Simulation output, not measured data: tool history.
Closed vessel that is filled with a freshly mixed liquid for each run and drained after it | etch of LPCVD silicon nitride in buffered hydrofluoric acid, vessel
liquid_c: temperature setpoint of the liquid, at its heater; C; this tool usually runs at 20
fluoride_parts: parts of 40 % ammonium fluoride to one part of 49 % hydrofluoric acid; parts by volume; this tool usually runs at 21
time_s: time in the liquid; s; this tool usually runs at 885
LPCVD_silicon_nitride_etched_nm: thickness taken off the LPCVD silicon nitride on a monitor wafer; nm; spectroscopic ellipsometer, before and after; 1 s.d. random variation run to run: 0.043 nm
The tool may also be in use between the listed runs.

run   hour  liquid_c  fluoride_parts  time_s  read-back film thickness of the LPCVD silicon nitride reference wafer, read on the same gauge (nm)  LPCVD_silicon_nitride_etched_nm
  1      0        20              21     885                                                                                               99.99                             4.91
  2   81.4        20            14.5     885                                                                                              100.02                             6.81
  3  151.5        20            14.5     885                                                                                               99.98                             6.78
  4  226.5        20              21     885                                                                                              100.02                             4.83
  5  270.1        20              21     885                                                                                              100.02                             4.79
  6  366.2        20              21     885                                                                                              100.02                             4.83
  7  415.3        20              21    1170                                                                                              100.02                             6.34
  8  453.6        20              21     885                                                                                               99.99                             4.68
     528.1  -- gauge calibrated
  9  539.7        20              21     885                                                                                               99.99                             4.69
 10  632.7        20            27.5     595                                                                                              100.01                             2.55
     667.8  -- thermometer replaced
     671.3  -- hydrofluoric acid flow meter replaced
 11  681.8        17              21    1160                                                                                               99.95                             5.68
 12  772.9        20              21    1320                                                                                              100.03                             7.45
 13  826.5        18            27.5    1280                                                                                              100.03                             5.47
 14    919        17            18.5    1315                                                                                              100.01                             7.01

What if the next run were any one of these 4? Each begins from the tool's condition after run 14:
  A  919.9        20              21     885                                                                                                   ?                                ?
  B  919.9        20              29    1195                                                                                                   ?                                ?
  C  919.9      17.5              14     885                                                                                                   ?                                ?
  D  919.9      18.5            12.5     885                                                                                                   ?                                ?

run  read-back film thickness of the LPCVD silicon nitride reference wafer, read on the same gauge (nm)  LPCVD_silicon_nitride_etched_nm
  A                                                                                               99.97                             4.97
  B                                                                                               99.97                             5.37
  C                                                                                               99.97                             6.29
  D                                                                                               99.97                             7.44
With no hidden state in the tool, these same runs would have given:
run  LPCVD_silicon_nitride_etched_nm
  A                             5.08
  B                             5.49
  C                             6.49
  D                             7.67

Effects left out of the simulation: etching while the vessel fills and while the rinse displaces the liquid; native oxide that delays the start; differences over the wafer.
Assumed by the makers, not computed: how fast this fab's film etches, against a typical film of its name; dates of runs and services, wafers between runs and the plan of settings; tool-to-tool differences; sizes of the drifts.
